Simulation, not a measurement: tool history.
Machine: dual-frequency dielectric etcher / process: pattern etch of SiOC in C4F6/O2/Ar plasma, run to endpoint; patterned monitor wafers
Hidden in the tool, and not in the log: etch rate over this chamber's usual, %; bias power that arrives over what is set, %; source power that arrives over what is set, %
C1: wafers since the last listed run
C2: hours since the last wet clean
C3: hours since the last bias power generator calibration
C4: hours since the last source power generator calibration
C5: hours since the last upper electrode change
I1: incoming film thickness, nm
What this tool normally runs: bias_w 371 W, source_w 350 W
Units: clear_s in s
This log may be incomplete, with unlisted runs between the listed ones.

run 1 day=0 | bias_w=404 source_w=350 | C1=0 C2=480 C3=3548.5 C4=2390.8 C5=2118.6 | I1=28.65 | clear_s=10.5
run 2 day=0.283 | bias_w=411 source_w=350 | C1=126 C2=486.8 C3=3555.3 C4=2397.6 C5=2125.4 | I1=28.04 | clear_s=10.1
run 3 day=0.979 | bias_w=411 source_w=350 | C1=311 C2=503.5 C3=3572 C4=2414.3 C5=2142.1 | I1=28.42 | clear_s=10.2
run 4 day=1.546 | bias_w=411 source_w=350 | C1=253 C2=517.1 C3=3585.6 C4=2427.9 C5=2155.7 | I1=28.06 | clear_s=10.1
run 5 day=2.25 | bias_w=371 source_w=350 | C1=315 C2=534 C3=3602.5 C4=2444.8 C5=2172.6 | I1=28.56 | clear_s=10.7
run 6 day=2.642 | bias_w=371 source_w=350 | C1=175 C2=543.4 C3=3611.9 C4=2454.2 C5=2182 | I1=28.24 | clear_s=10.6
run 7 day=2.917 | bias_w=371 source_w=350 | C1=123 C2=550 C3=3618.5 C4=2460.8 C5=2188.6 | I1=28.38 | clear_s=10.6
-- day=3.458 source power generator calibrated
run 8 day=3.629 | bias_w=328 source_w=350 | C1=244 C2=567.1 C3=3635.6 C4=4.1 C5=2205.7 | I1=28.38 | clear_s=11.1
-- day=4.138 bias power generator calibrated
run 9 day=4.158 | bias_w=414 source_w=320 | C1=162 C2=579.8 C3=0.5 C4=16.8 C5=2218.4 | I1=28.46 | clear_s=10.6
-- day=5.221 upper electrode replaced
-- day=5.708 wet clean of the chamber
run 10 day=5.729 | bias_w=302 source_w=290 | C1=37 C2=0.5 C3=38.2 C4=54.5 C5=12.2 | I1=28.55 | clear_s=13.4
run 11 day=5.742 | bias_w=442 source_w=270 | C1=5 C2=0.8 C3=38.5 C4=54.8 C5=12.5 | I1=28.5 | clear_s=11.9
run 12 day=5.758 | bias_w=371 source_w=260 | C1=7 C2=1.2 C3=38.9 C4=55.2 C5=12.9 | I1=28.08 | clear_s=12.7
run 13 day=6.438 | bias_w=371 source_w=350 | C1=304 C2=17.5 C3=55.2 C4=71.5 C5=29.2 | I1=28.49 | clear_s=11.3
run 14 day=7.05 | bias_w=447 source_w=380 | C1=274 C2=32.2 C3=69.9 C4=86.2 C5=43.9 | I1=28.5 | clear_s=10
run 15 day=7.675 | bias_w=326 source_w=280 | C1=279 C2=47.2 C3=84.9 C4=101.2 C5=58.9 | I1=28.17 | clear_s=13
run 16 day=8.117 | bias_w=312 source_w=300 | C1=197 C2=57.8 C3=95.5 C4=111.8 C5=69.5 | I1=28.6 | clear_s=13

Some steps in clear_s between neighbouring runs. How much of each would the tool show without its hidden state too (settings, what came in, random variation), and how much is left for the hidden state, with any gauge scatter that isn't in both results?
Run 9 -> 10: bias_w 414 -> 302, source_w 320 -> 290, upper electrode replaced, wet clean of the chamber. clear_s +2.8 s: hidden state +0.7, all else +2.1.
Run 14 -> 15: bias_w 447 -> 326, source_w 380 -> 280. clear_s +3 s: hidden state +0, all else +3.
